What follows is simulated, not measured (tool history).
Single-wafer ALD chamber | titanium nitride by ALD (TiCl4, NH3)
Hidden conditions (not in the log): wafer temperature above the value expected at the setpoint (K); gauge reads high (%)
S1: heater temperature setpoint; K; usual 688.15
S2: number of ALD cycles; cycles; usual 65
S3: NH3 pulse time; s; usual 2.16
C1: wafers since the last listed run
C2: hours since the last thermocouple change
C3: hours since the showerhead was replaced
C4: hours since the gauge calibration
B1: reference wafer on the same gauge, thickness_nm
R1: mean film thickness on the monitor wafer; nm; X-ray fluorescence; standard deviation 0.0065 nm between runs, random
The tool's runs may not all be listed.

run,hour,S1,S2,S3,C1,C2,C3,C4,B1,R1
1,0.0,693.15,65,2.16,0,1422.3,1282.6,4.8,1.668,1.463
2,59.7,693.15,65,2.16,196,1482.0,1342.3,64.5,1.668,1.467
3,120.0,693.15,65,2.16,198,1542.3,1402.6,124.8,1.667,1.470
4,173.4,688.15,65,2.16,175,1595.7,1456.0,178.2,1.667,1.462
5,274.0,688.15,65,2.16,330,1696.3,1556.6,278.8,1.665,1.466
6,337.0,688.15,65,2.16,207,1759.3,1619.6,341.8,1.666,1.455
7,431.6,688.15,65,2.16,311,1853.9,1714.2,436.4,1.665,1.460
8,529.5,688.15,65,2.16,322,1951.8,1812.1,534.3,1.662,1.459
9,636.7,699.15,65,2.16,352,2059.0,1919.3,641.5,1.659,1.458
10,693.6,699.15,65,2.16,187,2115.9,1976.2,698.4,1.656,1.452
11,760.1,699.15,65,2.16,218,2182.4,2042.7,764.9,1.657,1.458
12,860.4,679.15,65,2.16,329,2282.7,2143.0,865.2,1.651,1.442
13,897.2,688.15,65,2.16,121,2319.5,2179.8,902.0,1.652,1.445
# hour 919.2: thermocouple changed; heater temperature recalibrated
14,961.3,688.15,65,2.16,184,42.1,2243.9,966.1,1.650,1.451
15,1046.6,688.15,54,1.78,280,127.4,2329.2,1051.4,1.645,1.191
16,1108.3,700.15,74,3.01,202,189.1,2390.9,1113.1,1.641,1.653
17,1157.9,688.15,59,1.90,163,238.7,2440.5,1162.7,1.640,1.296
18,1233.2,681.15,65,1.39,247,314.0,2515.8,1238.0,1.634,1.402
19,1334.4,688.15,60,2.53,332,415.2,2617.0,1339.2,1.635,1.323
20,1375.4,688.15,65,2.16,134,456.2,2658.0,1380.2,1.631,1.433
21,1460.0,682.15,65,2.16,278,540.8,2742.6,1464.8,1.628,1.425

What will run 22 give?
# hour 1501.6: gauge calibrated
# hour 1502.3: showerhead replaced
22,1533.7,688.15,56,2.51,216,614.5,31.4,32.1,?,?

B1: 1.670
R1: 1.264 nm
Take away the tool's hidden state, keep the run-to-run variation as it was, and the same run would have given R1 1.263 nm.
